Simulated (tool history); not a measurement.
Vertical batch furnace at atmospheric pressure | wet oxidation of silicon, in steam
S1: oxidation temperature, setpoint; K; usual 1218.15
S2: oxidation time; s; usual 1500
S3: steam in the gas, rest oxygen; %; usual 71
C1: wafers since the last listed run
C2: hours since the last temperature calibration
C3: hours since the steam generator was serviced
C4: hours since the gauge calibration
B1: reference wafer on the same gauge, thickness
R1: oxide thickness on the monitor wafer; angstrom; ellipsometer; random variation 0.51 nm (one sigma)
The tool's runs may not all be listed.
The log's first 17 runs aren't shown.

run    hour       S1    S2  S3    C1      C2     C3     C4      B1      R1
 18   951.4  1209.15  2160  79   917  2895.9  205.6  645.7  131.03  1481.4
     1002.6  -- thermocouples replaced and temperature profile calibrated
 19  1003.1  1206.15  1500  64   474     0.5  257.3  697.4  131.25  1005.6
 20  1038.2  1195.15  1500  71   601    35.6  292.4  732.5  131.04   976.2
 21  1075.3  1218.15  1500  71   635    72.7  329.5  769.6  130.92  1175.6
 22  1111.9  1218.15  1500  71   627   109.3  366.1  806.2  131.03  1179.1
 23  1172.4  1218.15  1500  71  1037   169.8  426.6  866.7  131.09  1169.4
 24  1196.7  1218.15  1500  71   416   194.1  450.9  891.0  130.90  1171.9
     1280.3  -- gauge calibrated
 25  1382.9  1218.15  1500  65  3191   380.3  637.1  102.6  131.01  1116.9
 26  1407.7  1208.15  2040  71   425   405.1  661.9  127.4  131.18  1314.9
 27  1471.4  1218.15  1770  60  1091   468.8  725.6  191.1  130.90  1168.9
 28  1521.5  1218.15  1230  75   858   518.9  775.7  241.2  130.68  1078.4
 29  1624.9  1202.15  1500  71  1772   622.3  879.1  344.6  130.84  1032.0
 30  1661.3  1228.15  1980  64   623   658.7  915.5  381.0  130.95  1426.1

Forecast each of these 5 alternatives for the next run:
  A  1666.0  1218.15  1500  71  80  663.4  920.2  385.7   ?   ?
  B  1666.0  1238.15  1170  82  80  663.4  920.2  385.7   ?   ?
  C  1666.0  1218.15  1740  68  80  663.4  920.2  385.7   ?   ?
  D  1666.0  1218.15  2130  76  80  663.4  920.2  385.7   ?   ?
  E  1666.0  1218.15   930  65  80  663.4  920.2  385.7   ?   ?

run      B1      R1
  A  131.05  1171.3
  B  131.05  1293.3
  C  131.05  1251.7
  D  131.05  1537.5
  E  131.05   844.0
Without the tool's hidden state the same runs would have given:
run      R1
  A  1171.3
  B  1293.3
  C  1251.7
  D  1537.5
  E   844.0

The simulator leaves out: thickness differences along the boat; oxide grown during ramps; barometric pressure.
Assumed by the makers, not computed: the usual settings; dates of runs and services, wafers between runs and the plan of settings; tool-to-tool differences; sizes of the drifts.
